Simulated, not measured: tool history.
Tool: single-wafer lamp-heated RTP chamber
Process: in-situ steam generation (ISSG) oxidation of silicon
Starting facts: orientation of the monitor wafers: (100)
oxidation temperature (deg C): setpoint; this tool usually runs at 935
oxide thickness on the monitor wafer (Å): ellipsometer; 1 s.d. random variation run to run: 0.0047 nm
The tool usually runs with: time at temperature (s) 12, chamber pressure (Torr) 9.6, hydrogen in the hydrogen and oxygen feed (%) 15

| run | hour | oxidation temperature (deg C) | time at temperature (s) | chamber pressure (Torr) | hydrogen in the hydrogen and oxygen feed (%) | wafers since the last listed run | wafers since the last pyrometer calibration | hours since the pressure gauge was zeroed | hours since the hydrogen flow controller was replaced | hours since the gauge calibration | read-back reference wafer on the same gauge, thickness | oxide thickness on the monitor wafer (Å) |
|---|---|---|---|---|---|---|---|---|---|---|---|---|
| 1 | 0 | 935 | 12 | 9.6 | 20 | 0 | 3666 | 2660 | 4256 | 144.6 | 3.251 | 33.61 |
| 2 | 60.9 | 935 | 12 | 9.6 | 20 | 366 | 4032 | 2720.9 | 4316.9 | 205.5 | 3.249 | 33.67 |
| 3 | 105.9 | 935 | 12 | 9.6 | 20 | 270 | 4302 | 2765.9 | 4361.9 | 250.5 | 3.249 | 33.65 |
| 4 | 167.6 | 935 | 12 | 9.6 | 21 | 371 | 4674 | 2827.6 | 4423.6 | 312.2 | 3.25 | 34.13 |
| 5 | 235.1 | 935 | 12 | 9.6 | 15 | 405 | 5079 | 2895.1 | 4491.1 | 379.7 | 3.249 | 31.67 |
|  | 305.9 | pyrometer window cleaned and pyrometer calibrated |
| 6 | 306.4 | 935 | 12 | 9.6 | 15 | 380 | 3 | 2966.4 | 4562.4 | 451 | 3.25 | 31.33 |
| 7 | 355.1 | 935 | 12 | 9.6 | 15 | 292 | 295 | 3015.1 | 4611.1 | 499.7 | 3.25 | 31.39 |
| 8 | 406.8 | 935 | 14 | 8.6 | 15 | 310 | 606 | 3066.8 | 4662.8 | 551.4 | 3.249 | 33.66 |
| 9 | 446.1 | 935 | 14 | 8.6 | 15 | 236 | 843 | 3106.1 | 4702.1 | 590.7 | 3.251 | 33.55 |
| 10 | 514 | 928 | 12 | 9.6 | 15 | 408 | 1251 | 3174 | 4770 | 658.6 | 3.252 | 30.94 |
| 11 | 568.7 | 935 | 12 | 9.6 | 15 | 328 | 1580 | 3228.7 | 4824.7 | 713.3 | 3.25 | 31.5 |
| 12 | 611.8 | 935 | 12 | 9.6 | 15 | 259 | 1839 | 3271.8 | 4867.8 | 756.4 | 3.251 | 31.48 |
|  | 627.1 | pressure gauge zeroed |
| 13 | 646.3 | 935 | 12 | 9.6 | 15 | 159 | 1998 | 19.2 | 4902.3 | 790.9 | 3.25 | 31.55 |
| 14 | 708.4 | 935 | 7 | 9.2 | 25 | 373 | 2372 | 81.3 | 4964.4 | 853 | 3.252 | 29.69 |
|  | 726.1 | gauge calibrated |
| 15 | 820.6 | 935 | 14 | 9.6 | 22 | 674 | 3047 | 193.5 | 5076.6 | 94.5 | 3.252 | 36.31 |
| 16 | 892.2 | 935 | 12 | 9.6 | 15 | 430 | 3477 | 265.1 | 5148.2 | 166.1 | 3.25 | 31.59 |
| 17 | 937.3 | 951 | 12 | 9.6 | 15 | 271 | 3748 | 310.2 | 5193.3 | 211.2 | 3.249 | 32.68 |
|  | 969.4 | hydrogen flow controller replaced |
| 18 | 985 | 935 | 12 | 10.2 | 15 | 238 | 3987 | 357.9 | 15.6 | 258.9 | 3.249 | 31.3 |
| 19 | 1047.3 | 922 | 15 | 9.6 | 15 | 374 | 4362 | 420.2 | 77.9 | 321.2 | 3.249 | 33.24 |
|  | 1065.5 | pyrometer window cleaned and pyrometer calibrated |
| 20 | 1086.9 | 918 | 12 | 9.6 | 15 | 190 | 128 | 459.8 | 117.5 | 360.8 | 3.25 | 30.23 |
| 21 | 1116.4 | 941 | 12 | 9.6 | 21 | 177 | 306 | 489.3 | 147 | 390.3 | 3.251 | 34.26 |
| 22 | 1183.4 | 935 | 12 | 9.6 | 15 | 402 | 709 | 556.3 | 214 | 457.3 | 3.251 | 31.36 |
| 23 | 1241.4 | 928 | 13 | 9.2 | 15 | 348 | 1058 | 614.3 | 272 | 515.3 | 3.25 | 32.1 |
| 24 | 1306.6 | 948 | 12 | 10.2 | 15 | 392 | 1450 | 679.5 | 337.2 | 580.5 | 3.25 | 32.1 |
| 25 | 1478 | 927 | 12 | 9.6 | 19 | 1030 | 2480 | 850.9 | 508.6 | 751.9 | 3.25 | 32.6 |

Results per run with the tool's hidden condition removed, run-to-run variation unchanged:
The hidden state here: true wafer temperature minus pyrometer reading, K; true pressure minus gauge reading, Torr; deviation of the hydrogen flow from its setpoint, %; gauge reads high (%).
| run | oxide thickness on the monitor wafer (Å) |
|---|---|
| 1 | 33.34 |
| 2 | 33.39 |
| 3 | 33.37 |
| 4 | 33.84 |
| 5 | 31.4 |
| 6 | 31.32 |
| 7 | 31.34 |
| 8 | 33.57 |
| 9 | 33.44 |
| 10 | 30.82 |
| 11 | 31.35 |
| 12 | 31.33 |
| 13 | 31.39 |
| 14 | 29.56 |
| 15 | 36.06 |
| 16 | 31.38 |
| 17 | 32.44 |
| 18 | 31.09 |
| 19 | 33 |
| 20 | 30.22 |
| 21 | 34.21 |
| 22 | 31.29 |
| 23 | 31.99 |
| 24 | 31.96 |
| 25 | 32.43 |

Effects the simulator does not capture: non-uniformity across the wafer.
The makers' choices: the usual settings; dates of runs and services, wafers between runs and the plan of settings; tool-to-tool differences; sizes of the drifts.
